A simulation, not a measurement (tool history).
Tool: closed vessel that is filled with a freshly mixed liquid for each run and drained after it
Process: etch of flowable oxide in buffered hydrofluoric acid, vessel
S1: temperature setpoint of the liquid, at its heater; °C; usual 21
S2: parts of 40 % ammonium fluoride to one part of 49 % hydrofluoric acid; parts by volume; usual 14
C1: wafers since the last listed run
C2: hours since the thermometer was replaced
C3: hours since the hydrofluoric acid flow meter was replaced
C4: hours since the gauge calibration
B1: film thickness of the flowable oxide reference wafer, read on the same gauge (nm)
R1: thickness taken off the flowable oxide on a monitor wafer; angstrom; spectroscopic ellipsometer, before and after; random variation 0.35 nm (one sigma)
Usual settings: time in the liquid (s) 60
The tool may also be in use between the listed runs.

run 1 hour=0 | S1=21 S2=14 time_in_the_liquid_(s)=60 | C1=0 C2=1185.5 C3=929.1 C4=454.8 | B1=119.99 | R1=904.7
run 2 hour=64 | S1=21 S2=14 time_in_the_liquid_(s)=60 | C1=5100 C2=1249.5 C3=993.1 C4=518.8 | B1=120 | R1=913.9
run 3 hour=167.8 | S1=21 S2=16.5 time_in_the_liquid_(s)=60 | C1=8273 C2=1353.3 C3=1096.9 C4=622.6 | B1=120.01 | R1=778.1
run 4 hour=245.4 | S1=21 S2=16 time_in_the_liquid_(s)=60 | C1=6184 C2=1430.9 C3=1174.5 C4=700.2 | B1=119.99 | R1=799
run 5 hour=297 | S1=21 S2=14 time_in_the_liquid_(s)=60 | C1=4112 C2=1482.5 C3=1226.1 C4=751.8 | B1=119.99 | R1=918.8
run 6 hour=357.4 | S1=21 S2=14 time_in_the_liquid_(s)=60 | C1=4814 C2=1542.9 C3=1286.5 C4=812.2 | B1=120.01 | R1=916.9
run 7 hour=420 | S1=21 S2=14 time_in_the_liquid_(s)=60 | C1=4989 C2=1605.5 C3=1349.1 C4=874.8 | B1=120.01 | R1=916.8
run 8 hour=456.8 | S1=21 S2=17.5 time_in_the_liquid_(s)=60 | C1=2933 C2=1642.3 C3=1385.9 C4=911.6 | B1=120.01 | R1=739.2
run 9 hour=563.4 | S1=21 S2=14 time_in_the_liquid_(s)=60 | C1=8496 C2=1748.9 C3=1492.5 C4=1018.2 | B1=120 | R1=918.4
run 10 hour=620.1 | S1=21 S2=14 time_in_the_liquid_(s)=60 | C1=4519 C2=1805.6 C3=1549.2 C4=1074.9 | B1=120 | R1=920.6
run 11 hour=727.5 | S1=21 S2=14 time_in_the_liquid_(s)=60 | C1=8560 C2=1913 C3=1656.6 C4=1182.3 | B1=120.01 | R1=925.4
-- hour=741.4 hydrofluoric acid flow meter replaced
run 12 hour=804.6 | S1=21 S2=18 time_in_the_liquid_(s)=60 | C1=6065 C2=1990.1 C3=63.2 C4=1259.4 | B1=120.02 | R1=694.6
run 13 hour=851.2 | S1=21 S2=18 time_in_the_liquid_(s)=60 | C1=3714 C2=2036.7 C3=109.8 C4=1306 | B1=120.02 | R1=696.1
run 14 hour=905.8 | S1=22.5 S2=9.5 time_in_the_liquid_(s)=45 | C1=4351 C2=2091.3 C3=164.4 C4=1360.6 | B1=120.01 | R1=1039.6
-- hour=915.3 gauge calibrated
run 15 hour=1005 | S1=19 S2=14 time_in_the_liquid_(s)=60 | C1=7906 C2=2190.5 C3=263.6 C4=89.7 | B1=120 | R1=801.2
-- hour=1039.6 thermometer replaced
run 16 hour=1072.6 | S1=21 S2=19 time_in_the_liquid_(s)=80 | C1=5308 C2=33 C3=331.2 C4=157.3 | B1=120.03 | R1=882.9
run 17 hour=1174.6 | S1=21 S2=14 time_in_the_liquid_(s)=60 | C1=8129 C2=135 C3=433.2 C4=259.3 | B1=120 | R1=897.2
run 18 hour=1274.3 | S1=17 S2=14 time_in_the_liquid_(s)=35 | C1=7946 C2=234.7 C3=532.9 C4=359 | B1=120.01 | R1=417.5
run 19 hour=1313 | S1=21 S2=14 time_in_the_liquid_(s)=60 | C1=3084 C2=273.4 C3=571.6 C4=397.7 | B1=119.99 | R1=901.4
run 20 hour=1368.7 | S1=21 S2=12 time_in_the_liquid_(s)=60 | C1=4439 C2=329.1 C3=627.3 C4=453.4 | B1=119.99 | R1=1044.8
run 21 hour=1454.6 | S1=21 S2=14 time_in_the_liquid_(s)=60 | C1=6846 C2=415 C3=713.2 C4=539.3 | B1=119.97 | R1=901.4
run 22 hour=1494.4 | S1=21 S2=14 time_in_the_liquid_(s)=60 | C1=3172 C2=454.8 C3=753 C4=579.1 | B1=120.01 | R1=901.9
run 23 hour=1540.6 | S1=21 S2=14 time_in_the_liquid_(s)=60 | C1=3682 C2=501 C3=799.2 C4=625.3 | B1=120.01 | R1=901.5
run 24 hour=1576.6 | S1=19.5 S2=10 time_in_the_liquid_(s)=60 | C1=2869 C2=537 C3=835.2 C4=661.3 | B1=120.01 | R1=1149.5
run 25 hour=1628.1 | S1=26 S2=18 time_in_the_liquid_(s)=50 | C1=4104 C2=588.5 C3=886.7 C4=712.8 | B1=120.01 | R1=775.9
run 26 hour=1690.8 | S1=23.5 S2=9.5 time_in_the_liquid_(s)=45 | C1=4997 C2=651.2 C3=949.4 C4=775.5 | B1=120 | R1=1109.2

5 ways to go on from here, each from the tool as it stands after run 26. What would each give?
run A hour=1691.5 | S1=21 S2=14 time_in_the_liquid_(s)=75 | C1=55 C2=651.9 C3=950.1 C4=776.2 | B1=? | R1=?
run B hour=1691.5 | S1=23 S2=12.5 time_in_the_liquid_(s)=75 | C1=55 C2=651.9 C3=950.1 C4=776.2 | B1=? | R1=?
run C hour=1691.5 | S1=25.5 S2=18.5 time_in_the_liquid_(s)=40 | C1=55 C2=651.9 C3=950.1 C4=776.2 | B1=? | R1=?
run D hour=1691.5 | S1=26 S2=15.5 time_in_the_liquid_(s)=75 | C1=55 C2=651.9 C3=950.1 C4=776.2 | B1=? | R1=?
run E hour=1691.5 | S1=19.5 S2=11 time_in_the_liquid_(s)=90 | C1=55 C2=651.9 C3=950.1 C4=776.2 | B1=? | R1=?

run=A B1=120 R1=1135.5
run=B B1=120 R1=1417.1
run=C B1=120 R1=589.4
run=D B1=120 R1=1351.3
run=E B1=120 R1=1586.3
Without the tool's hidden state the same runs would have given:
run=A R1=1111.4
run=B R1=1387.3
run=C R1=576.9
run=D R1=1322.7
run=E R1=1552.9
